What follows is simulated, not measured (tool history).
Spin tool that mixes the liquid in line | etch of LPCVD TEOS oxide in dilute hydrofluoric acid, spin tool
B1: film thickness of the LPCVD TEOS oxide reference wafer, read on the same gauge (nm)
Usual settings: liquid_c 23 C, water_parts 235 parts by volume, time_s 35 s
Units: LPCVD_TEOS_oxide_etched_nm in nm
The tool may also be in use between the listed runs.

{"run": 1, "hour": 0.0, "liquid_c": 23, "water_parts": 235, "time_s": 35, "B1": 97.265, "LPCVD_TEOS_oxide_etched_nm": 4.172}
{"run": 2, "hour": 64.1, "liquid_c": 21, "water_parts": 235, "time_s": 35, "B1": 97.037, "LPCVD_TEOS_oxide_etched_nm": 3.845}
{"run": 3, "hour": 112.7, "liquid_c": 21, "water_parts": 235, "time_s": 35, "B1": 96.925, "LPCVD_TEOS_oxide_etched_nm": 3.827}
{"run": 4, "hour": 195.6, "liquid_c": 21, "water_parts": 235, "time_s": 35, "B1": 96.6, "LPCVD_TEOS_oxide_etched_nm": 3.808}
{"hour": 254.4, "done": "hydrofluoric acid flow meter replaced"}
{"run": 5, "hour": 255.7, "liquid_c": 23, "water_parts": 235, "time_s": 35, "B1": 96.465, "LPCVD_TEOS_oxide_etched_nm": 4.134}
{"run": 6, "hour": 316.3, "liquid_c": 23, "water_parts": 235, "time_s": 35, "B1": 96.328, "LPCVD_TEOS_oxide_etched_nm": 4.079}
{"run": 7, "hour": 403.2, "liquid_c": 23, "water_parts": 235, "time_s": 35, "B1": 96.048, "LPCVD_TEOS_oxide_etched_nm": 4.052}
{"run": 8, "hour": 474.2, "liquid_c": 23, "water_parts": 235, "time_s": 35, "B1": 95.807, "LPCVD_TEOS_oxide_etched_nm": 4.06}
{"run": 9, "hour": 581.7, "liquid_c": 23, "water_parts": 235, "time_s": 35, "B1": 95.505, "LPCVD_TEOS_oxide_etched_nm": 4.063}
{"hour": 677.2, "done": "hydrofluoric acid flow meter replaced"}
{"run": 10, "hour": 688.7, "liquid_c": 23, "water_parts": 235, "time_s": 35, "B1": 95.173, "LPCVD_TEOS_oxide_etched_nm": 4.08}
{"hour": 701.2, "done": "gauge calibrated"}
{"run": 11, "hour": 735.0, "liquid_c": 18.5, "water_parts": 270, "time_s": 45, "B1": 99.496, "LPCVD_TEOS_oxide_etched_nm": 3.857}
{"run": 12, "hour": 818.1, "liquid_c": 21.5, "water_parts": 120, "time_s": 30, "B1": 99.208, "LPCVD_TEOS_oxide_etched_nm": 7.617}
{"hour": 823.1, "done": "thermometer replaced"}
{"run": 13, "hour": 879.1, "liquid_c": 20, "water_parts": 115, "time_s": 20, "B1": 99.048, "LPCVD_TEOS_oxide_etched_nm": 4.943}
{"run": 14, "hour": 981.1, "liquid_c": 23, "water_parts": 235, "time_s": 35, "B1": 98.783, "LPCVD_TEOS_oxide_etched_nm": 4.198}
{"run": 15, "hour": 1053.0, "liquid_c": 19, "water_parts": 275, "time_s": 20, "B1": 98.547, "LPCVD_TEOS_oxide_etched_nm": 1.705}
{"hour": 1097.9, "done": "hydrofluoric acid flow meter replaced"}
{"run": 16, "hour": 1267.4, "liquid_c": 23, "water_parts": 180, "time_s": 35, "B1": 97.898, "LPCVD_TEOS_oxide_etched_nm": 5.718}
{"run": 17, "hour": 1342.0, "liquid_c": 18.5, "water_parts": 165, "time_s": 35, "B1": 97.664, "LPCVD_TEOS_oxide_etched_nm": 5.318}
{"run": 18, "hour": 1388.8, "liquid_c": 23, "water_parts": 335, "time_s": 25, "B1": 97.546, "LPCVD_TEOS_oxide_etched_nm": 1.893}
{"run": 19, "hour": 1441.0, "liquid_c": 20, "water_parts": 140, "time_s": 50, "B1": 97.42, "LPCVD_TEOS_oxide_etched_nm": 9.683}
{"hour": 1589.9, "done": "hydrofluoric acid flow meter replaced"}
{"run": 20, "hour": 1595.6, "liquid_c": 23, "water_parts": 235, "time_s": 35, "B1": 96.909, "LPCVD_TEOS_oxide_etched_nm": 4.136}
{"run": 21, "hour": 1678.1, "liquid_c": 26, "water_parts": 235, "time_s": 50, "B1": 96.702, "LPCVD_TEOS_oxide_etched_nm": 6.575}

Forecast each of these 5 alternatives for the next run:
{"run": "A", "hour": 1678.5, "liquid_c": 18.5, "water_parts": 235, "time_s": 35, "B1": "?", "LPCVD_TEOS_oxide_etched_nm": "?"}
{"run": "B", "hour": 1678.5, "liquid_c": 26, "water_parts": 235, "time_s": 20, "B1": "?", "LPCVD_TEOS_oxide_etched_nm": "?"}
{"run": "C", "hour": 1678.5, "liquid_c": 27.5, "water_parts": 185, "time_s": 55, "B1": "?", "LPCVD_TEOS_oxide_etched_nm": "?"}
{"run": "D", "hour": 1678.5, "liquid_c": 18.5, "water_parts": 115, "time_s": 45, "B1": "?", "LPCVD_TEOS_oxide_etched_nm": "?"}
{"run": "E", "hour": 1678.5, "liquid_c": 23, "water_parts": 305, "time_s": 50, "B1": "?", "LPCVD_TEOS_oxide_etched_nm": "?"}

run=A B1=96.707 LPCVD_TEOS_oxide_etched_nm=3.44
run=B B1=96.707 LPCVD_TEOS_oxide_etched_nm=2.592
run=C B1=96.707 LPCVD_TEOS_oxide_etched_nm=10.107
run=D B1=96.707 LPCVD_TEOS_oxide_etched_nm=10.163
run=E B1=96.707 LPCVD_TEOS_oxide_etched_nm=4.185
Without the tool's hidden state the same runs would have given:
run=A LPCVD_TEOS_oxide_etched_nm=3.558
run=B LPCVD_TEOS_oxide_etched_nm=2.681
run=C LPCVD_TEOS_oxide_etched_nm=10.453
run=D LPCVD_TEOS_oxide_etched_nm=10.511
run=E LPCVD_TEOS_oxide_etched_nm=4.329

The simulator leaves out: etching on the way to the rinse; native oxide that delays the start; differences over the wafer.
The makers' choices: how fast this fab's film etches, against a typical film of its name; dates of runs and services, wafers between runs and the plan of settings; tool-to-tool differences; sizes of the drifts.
